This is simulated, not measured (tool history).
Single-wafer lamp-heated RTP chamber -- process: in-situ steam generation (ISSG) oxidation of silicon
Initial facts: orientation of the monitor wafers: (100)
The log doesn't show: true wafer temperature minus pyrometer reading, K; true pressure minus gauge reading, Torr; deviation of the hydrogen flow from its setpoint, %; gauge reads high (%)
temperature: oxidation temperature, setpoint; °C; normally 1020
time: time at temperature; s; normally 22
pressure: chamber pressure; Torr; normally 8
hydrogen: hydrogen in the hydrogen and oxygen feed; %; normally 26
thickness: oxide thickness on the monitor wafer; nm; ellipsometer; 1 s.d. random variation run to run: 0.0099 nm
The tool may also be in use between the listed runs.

run    hour  temperature  time  pressure  hydrogen  wafers since the last listed run  wafers since the last pyrometer calibration  hours since the pressure gauge was zeroed  hours since the hydrogen flow controller was replaced  hours since the gauge calibration  read-back reference wafer on the same gauge, thickness  thickness
  1       0         1020    22         8        26                                 0                                         1618                                     3510.5                                                 2478.7                              703.5                                                   5.339      6.727
  2    94.6         1020    22         8        26                              1066                                         2684                                     3605.1                                                 2573.3                              798.1                                                   5.342      6.728
  3   177.7         1020    22         8        26                               936                                         3620                                     3688.2                                                 2656.4                              881.2                                                    5.34      6.758
  4     223         1020    22         8        26                               510                                         4131                                     3733.5                                                 2701.7                              926.5                                                   5.342      6.789
  5   284.2         1020    22         8        26                               689                                         4821                                     3794.7                                                 2762.9                              987.7                                                   5.339       6.79
      331.8  -- pyrometer window cleaned and pyrometer calibrated
  6   351.7         1020    22         8        29                               670                                          224                                     3862.2                                                 2830.4                             1055.2                                                   5.341      6.889
  7   388.5         1020    22         8        29                               414                                          638                                       3899                                                 2867.2                               1092                                                    5.34      6.915
  8   427.4         1020    22         8        26                               438                                         1077                                     3937.9                                                 2906.1                             1130.9                                                   5.339      6.724
  9   489.7         1015    22       7.2        26                               702                                         1779                                     4000.2                                                 2968.4                             1193.2                                                    5.34      6.596
 10   549.2         1015    22       7.2        26                               670                                         2449                                     4059.7                                                 3027.9                             1252.7                                                    5.34      6.575
 11     631         1015    22       7.2        26                               921                                         3371                                     4141.5                                                 3109.7                             1334.5                                                   5.341      6.611
 12   669.7         1020    22         8        26                               436                                         3807                                     4180.2                                                 3148.4                             1373.2                                                    5.34      6.784
      740.5  -- pressure gauge zeroed
 13   749.9         1020    22         8        26                               813                                         4621                                        9.4                                                 3228.6                             1453.4                                                   5.339       6.81
      771.5  -- gauge calibrated
 14     826         1005    30       6.9        26                               857                                         5479                                       85.5                                                 3304.7                               54.5                                                   5.342      7.408
 15     907         1026    30       7.2        30                               912                                         6392                                      166.5                                                 3385.7                              135.5                                                    5.34       8.64
      937.8  -- pyrometer window cleaned and pyrometer calibrated
 16   968.5         1012    15       7.3        16                               602                                          345                                        228                                                 3447.2                                197                                                    5.34      4.808
 17  1057.7         1020    22         8        26                              1005                                         1351                                      317.2                                                 3536.4                              286.2                                                    5.34      6.734
 18  1138.7         1007    30         8        26                               912                                         2264                                      398.2                                                 3617.4                              367.2                                                   5.338      7.394
 19  1197.5         1035    17         8        17                               662                                         2926                                        457                                                 3676.2                                426                                                   5.342      5.778
     1239.6  -- hydrogen flow controller replaced
 20  1276.1         1020    30         8        32                               795                                         3722                                      535.6                                                   36.5                              504.6                                                   5.341      8.259
 21  1383.7         1020    22         8        32                              1212                                         4935                                      643.2                                                  144.1                              612.2                                                   5.338      7.127
     1467.4  -- pyrometer window cleaned and pyrometer calibrated
 22  1488.8         1020    22         8        26                              1094                                          240                                      748.3                                                  249.2                              717.3                                                   5.339       6.64
 23  1550.1         1020    18       8.8        26                               690                                          931                                      809.6                                                  310.5                              778.6                                                    5.34      5.985
 24    1616         1020    22       7.3        26                               742                                         1674                                      875.5                                                  376.4                              844.5                                                   5.341      6.661
 25  1691.2         1020    22         8        26                               847                                         2522                                      950.7                                                  451.6                              919.7                                                   5.338      6.676
 26  1796.3         1005    18       8.6        30                              1184                                         3706                                     1055.8                                                  556.7                             1024.8                                                   5.338      5.869
 27  1879.3         1020    22       7.4        26                               935                                         4641                                     1138.8                                                  639.7                             1107.8                                                   5.341      6.751
 28  1939.3         1002    22       8.8        26                               676                                         5318                                     1198.8                                                  699.7                             1167.8                                                    5.34      6.192
     2043.6  -- pyrometer window cleaned and pyrometer calibrated
 29  2044.7         1020    24         8        26                              1097                                           12                                     1304.2                                                  805.1                             1273.2                                                   5.342      6.957
 30  2148.6         1000    13       7.1        26                              1170                                         1183                                     1408.1                                                    909                             1377.1                                                   5.339      4.839
 31  2255.5         1020    22         8        26                              1204                                         2388                                       1515                                                 1015.9                               1484                                                   5.341      6.686
 32  2347.1         1012    22       6.9        20                              1032                                         3420                                     1606.6                                                 1107.5                             1575.6                                                   5.341      6.035

Predict each of these 3 candidate next runs independently; none follows another, all start after run 32:
  A  2347.5         1020    22         8        26                                 4                                         3425                                       1607                                                 1107.9                               1576                                                       ?          ?
  B  2347.5         1034    29       8.7        32                                 4                                         3425                                       1607                                                 1107.9                               1576                                                       ?          ?
  C  2347.5         1025    22       8.5        26                                 4                                         3425                                       1607                                                 1107.9                               1576                                                       ?          ?

run  read-back reference wafer on the same gauge, thickness  thickness
  A                                                   5.338      6.714
  B                                                   5.338      8.656
  C                                                   5.338       6.85
The same runs, with their run-to-run variation unchanged, on a tool lacking any hidden condition would have given:
run  thickness
  A      6.625
  B      8.539
  C       6.76

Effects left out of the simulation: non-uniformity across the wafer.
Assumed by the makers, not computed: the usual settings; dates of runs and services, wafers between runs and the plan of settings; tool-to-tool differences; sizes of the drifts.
